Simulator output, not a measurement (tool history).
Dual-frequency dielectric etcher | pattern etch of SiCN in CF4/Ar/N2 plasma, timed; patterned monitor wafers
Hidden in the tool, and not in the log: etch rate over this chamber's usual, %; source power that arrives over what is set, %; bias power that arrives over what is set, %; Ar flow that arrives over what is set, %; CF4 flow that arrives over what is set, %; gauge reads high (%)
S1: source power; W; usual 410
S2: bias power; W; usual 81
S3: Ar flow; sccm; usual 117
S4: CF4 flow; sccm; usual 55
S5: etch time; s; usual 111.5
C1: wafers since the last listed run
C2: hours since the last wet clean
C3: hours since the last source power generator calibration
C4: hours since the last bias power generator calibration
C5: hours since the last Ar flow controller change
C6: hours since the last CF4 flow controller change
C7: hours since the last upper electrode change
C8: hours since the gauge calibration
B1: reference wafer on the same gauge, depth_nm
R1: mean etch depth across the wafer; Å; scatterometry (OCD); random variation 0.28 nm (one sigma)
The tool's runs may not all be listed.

run     day   S1  S2   S3  S4     S5    C1     C2      C3      C4      C5      C6      C7      C8    B1    R1
  1       0  410  81  117  51  111.5     0  416.8    36.7   106.2  3525.2  2856.6    3031  1430.7  76.1   836
  2   2.062  410  81  117  55     98   565  466.3    86.2   155.7  3574.7  2906.1  3080.5  1480.2    76   742
      2.479  -- gauge calibrated
      3.921  -- CF4 flow controller replaced
      4.592  -- wet clean of the chamber
      4.738  -- Ar flow controller replaced
  3   4.758  410  81  117  55     98   446      4   150.9   220.4     0.5    20.1  3145.2    54.7  76.1   735
  4   6.904  410  81   96  55  111.5   588   55.5   202.4   271.9      52    71.6  3196.7   106.2  76.1   850
  5   9.633  410  63  117  43  111.5   748    121   267.9   337.4   117.5   137.1  3262.2   171.7  76.1   741
  6  17.142  410  66  117  55  138.5  2058  301.2   448.1   517.6   297.7   317.3  3442.4   351.9  76.1   972
  7  19.638  410  81  117  55  111.5   684  361.1     508   577.5   357.6   377.2  3502.3   411.8  76.1   846
  8  20.775  410  72  117  63   94.5   311  388.4   535.3   604.8   384.9   404.5  3529.6   439.1  76.1   700
  9  23.096  320  99  117  62     80   636  444.1     591   660.5   440.6   460.2  3585.3   494.8    76   516
     24.596  -- upper electrode replaced
 10  24.617  410  81  117  55     90   142  480.6   627.5     697   477.1   496.7     0.5   531.3  76.1   687
     26.333  -- wet clean of the chamber
 11  26.354  410  81  117  55     98   202    0.5   669.2   738.7   518.8   538.4    42.2     573  76.1   736
 12  28.608  410  96  117  55     92   618   54.6   723.3   792.8   572.9   592.5    96.3   627.1  76.1   747
 13  30.742  440  81  117  61  111.5   584  105.8   774.5     844   624.1   643.7   147.5   678.3    76   920
 14  32.538  480  81  117  43    129   492  148.9   817.6   887.1   667.2   686.8   190.6   721.4  76.1  1132
 15  33.792  410  87  117  42   90.5   343    179   847.7   917.2   697.3   716.9   220.7   751.5    76   696
 16  35.075  410  81  117  55  111.5   351  209.8   878.5     948   728.1   747.7   251.5   782.3  76.1   852
 17  38.046  310  81  117  55  111.5   814  281.1   949.8  1019.3   799.4     819   322.8   853.6  76.1   634
 18  45.096  500  75  117  60     82  1932  450.3    1119  1188.5   968.6   988.2     492  1022.8  76.1   763
     48.958  -- wet clean of the chamber
 19  48.979  440  98   92  55    103   790    0.5  1212.2  1281.7  1061.8  1081.4   585.2    1116  76.1   939
 20  50.062  440  81  117  61  111.5   297   26.5  1238.2  1307.7  1087.8  1107.4   611.2    1142  76.1   925

Hidden state at the last listed run before each entry between runs and at the first one after, where it differs:
Between runs 2 and 3: gauge calibrated (day 2.479); CF4 flow controller replaced (day 3.921); wet clean of the chamber (day 4.592); Ar flow controller replaced (day 4.738)
  etch rate over this chamber's usual, %: 1.76 -> -0.0606; source power that arrives over what is set, %: 0.00837 -> 0.128
  measured less the result without the state, R1: +13 -> +0 Å
Between runs 9 and 10: upper electrode replaced (day 24.596)
  etch rate over this chamber's usual, %: 1.6 -> 1.74; source power that arrives over what is set, %: 0.938 -> 1.01
  measured less the result without the state, R1: +13 -> +18 Å
Between runs 10 and 11: wet clean of the chamber (day 26.333)
  etch rate over this chamber's usual, %: 1.74 -> -0.147; source power that arrives over what is set, %: 1.01 -> 1.08
  measured less the result without the state, R1: +18 -> +7 Å
Between runs 18 and 19: wet clean of the chamber (day 48.958)
  etch rate over this chamber's usual, %: 1.55 -> -0.0149; source power that arrives over what is set, %: 1.91 -> 2.08
  measured less the result without the state, R1: +26 -> +20 Å

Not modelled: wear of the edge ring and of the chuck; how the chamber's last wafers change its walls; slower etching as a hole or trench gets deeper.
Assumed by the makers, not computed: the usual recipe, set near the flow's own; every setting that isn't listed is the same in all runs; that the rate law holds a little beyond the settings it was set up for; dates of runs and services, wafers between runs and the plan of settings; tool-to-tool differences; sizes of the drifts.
